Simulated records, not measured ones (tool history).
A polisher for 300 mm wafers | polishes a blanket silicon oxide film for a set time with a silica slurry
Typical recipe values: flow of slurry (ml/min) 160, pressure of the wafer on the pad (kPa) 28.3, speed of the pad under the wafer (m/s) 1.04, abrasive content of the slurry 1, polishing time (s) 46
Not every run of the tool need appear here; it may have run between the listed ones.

| run | day | flow of slurry (ml/min) | pressure of the wafer on the pad (kPa) | speed of the pad under the wafer (m/s) | abrasive content of the slurry | polishing time (s) | wafers since the last listed run | wafers polished on this pad | hours since the slurry nozzle was cleaned | hours since the head pressure was calibrated | hours since the slurry blender was calibrated | hours since the conditioning disc was replaced | incoming thickness of the incoming film, nm | film removed (Å) |
|---|---|---|---|---|---|---|---|---|---|---|---|---|---|---|
| 1 | 0 | 160 | 28.3 | 1.04 | 1 | 46 | 0 | 2376 | 94.4 | 112.4 | 164.4 | 320 | 1325.4 | 1640 |
|  | 2.562 | conditioning disc replaced and pad reconditioned |
| 2 | 4.167 | 160 | 28.3 | 1.04 | 1 | 39 | 1377 | 3753 | 194.4 | 212.4 | 264.4 | 38.5 | 1313.8 | 1410 |
| 3 | 8.608 | 160 | 34.5 | 1.2 | 1 | 46 | 1498 | 5252 | 301 | 319 | 371 | 145.1 | 1304.5 | 2241 |
|  | 11.142 | worn pad replaced by a new one |
|  | 12.879 | slurry blender recalibrated |
|  | 14.154 | slurry nozzle cleaned |
|  | 18.696 | conditioning disc replaced and pad reconditioned |
| 4 | 20.679 | 160 | 34.5 | 1.2 | 1 | 46 | 3945 | 3147 | 156.6 | 608.7 | 187.2 | 47.6 | 1326.2 | 2052 |
| 5 | 27.946 | 160 | 28.3 | 1.12 | 1 | 46 | 2451 | 5599 | 331 | 783.1 | 361.6 | 222 | 1314.5 | 1528 |
| 6 | 31.521 | 160 | 28.3 | 1.12 | 1 | 46 | 1206 | 6805 | 416.8 | 868.9 | 447.4 | 307.8 | 1307.5 | 1500 |
|  | 31.779 | worn pad replaced by a new one |
|  | 32.433 | slurry blender recalibrated |
|  | 34.096 | slurry nozzle cleaned, repeated, since the last time left the tool worse |
|  | 34.633 | conditioning disc replaced and pad reconditioned |
| 7 | 35.071 | 160 | 28.3 | 1.12 | 1 | 46 | 1071 | 1039 | 23.4 | 954.1 | 63.3 | 10.5 | 1300.4 | 1764 |
| 8 | 37.95 | 160 | 28.3 | 1.04 | 1 | 46 | 971 | 2010 | 92.5 | 1023.2 | 132.4 | 79.6 | 1340.1 | 1671 |
| 9 | 41.371 | 160 | 28.3 | 1.04 | 1 | 46 | 1154 | 3164 | 174.6 | 1105.3 | 214.5 | 161.7 | 1299 | 1665 |
| 10 | 44.638 | 120 | 28.3 | 1.04 | 1 | 46 | 1102 | 4266 | 253 | 1183.7 | 292.9 | 240.1 | 1318.9 | 1535 |
| 11 | 48.775 | 145 | 28.3 | 1.04 | 1 | 46 | 1395 | 5662 | 352.3 | 1283 | 392.2 | 339.4 | 1339.3 | 1605 |
|  | 49.042 | slurry blender recalibrated |
|  | 49.508 | worn pad replaced by a new one |
|  | 51.208 | head pressure recalibrated |
| 12 | 52.825 | 135 | 28.3 | 1.04 | 1 | 46 | 1253 | 1091 | 449.5 | 38.8 | 90.8 | 436.6 | 1339.6 | 1524 |
| 13 | 54.862 | 160 | 28.3 | 1.04 | 1 | 46 | 687 | 1778 | 498.4 | 87.7 | 139.7 | 485.5 | 1326.3 | 1582 |
|  | 55.542 | conditioning disc replaced and pad reconditioned |
|  | 56.242 | slurry nozzle cleaned |
| 14 | 56.954 | 145 | 28.3 | 1.24 | 1 | 33 | 663 | 2442 | 17.1 | 137.9 | 189.9 | 33.9 | 1317.2 | 1366 |
| 15 | 61.417 | 160 | 28.3 | 1.04 | 1 | 46 | 1505 | 3947 | 124.2 | 245 | 297 | 141 | 1308 | 1639 |
| 16 | 63.7 | 160 | 28.3 | 1.04 | 1 | 46 | 770 | 4717 | 179 | 299.8 | 351.8 | 195.8 | 1334.9 | 1617 |
|  | 65.871 | worn pad replaced by a new one |
|  | 66.192 | slurry blender recalibrated |
| 17 | 68.1 | 160 | 28.3 | 1.04 | 0.8 | 39 | 1400 | 723 | 284.6 | 405.4 | 45.8 | 301.4 | 1323.1 | 1230 |
| 18 | 70.592 | 160 | 28.3 | 1.04 | 1.15 | 46 | 840 | 1564 | 344.4 | 465.2 | 105.6 | 361.2 | 1337.6 | 1732 |
| 19 | 72.975 | 190 | 28.3 | 1.04 | 1 | 46 | 804 | 2368 | 401.6 | 522.4 | 162.8 | 418.4 | 1292.1 | 1675 |
|  | 73.279 | conditioning disc replaced and pad reconditioned |
| 20 | 74.988 | 160 | 28.3 | 1.04 | 1 | 46 | 650 | 3019 | 449.9 | 570.7 | 211.1 | 41 | 1320.7 | 1599 |
| 21 | 76.804 | 215 | 35.9 | 0.72 | 1 | 57 | 612 | 3632 | 493.5 | 614.3 | 254.7 | 84.6 | 1319.4 | 1977 |
|  | 77.212 | slurry nozzle cleaned |
| 22 | 78.438 | 120 | 28.3 | 1.04 | 1 | 32 | 536 | 4169 | 29.4 | 653.5 | 293.9 | 123.8 | 1320.9 | 1068 |
| 23 | 80.838 | 160 | 28.3 | 0.82 | 1 | 46 | 809 | 4978 | 87 | 711.1 | 351.5 | 181.4 | 1331.2 | 1355 |
|  | 81.746 | slurry blender recalibrated |
| 24 | 83.508 | 160 | 24.1 | 0.68 | 1 | 46 | 872 | 5851 | 151.1 | 775.2 | 42.3 | 245.5 | 1329.2 | 1004 |
|  | 85.104 | worn pad replaced by a new one |
| 25 | 86.838 | 205 | 28.3 | 1.04 | 1 | 39 | 1066 | 584 | 231 | 855.1 | 122.2 | 325.4 | 1322.5 | 1448 |

Subtracting, for every run, the result it would have given without the tool's unlogged condition from the measured result gives the following. The same run-to-run variation enters both numbers; the gauge's scatter may not:
What the log doesn't record here: removal rate lost through wear of the pad, %; slurry flow missing at the pad, %; deviation of the head's pressure from its setpoint, %; abrasive missing from the slurry, %; time polished since the conditioner stopped cutting, s.
| run | film removed (Å) |
|---|---|
| 1 | -17 |
| 2 | -22 |
| 3 | -58 |
| 4 | -215 |
| 5 | -224 |
| 6 | -283 |
| 7 | -1 |
| 8 | -3 |
| 9 | -9 |
| 10 | -23 |
| 11 | -39 |
| 12 | -72 |
| 13 | -82 |
| 14 | -3 |
| 15 | -8 |
| 16 | -13 |
| 17 | -20 |
| 18 | -41 |
| 19 | -46 |
| 20 | -68 |
| 21 | -78 |
| 22 | +0 |
| 23 | -2 |
| 24 | -4 |
| 25 | -10 |
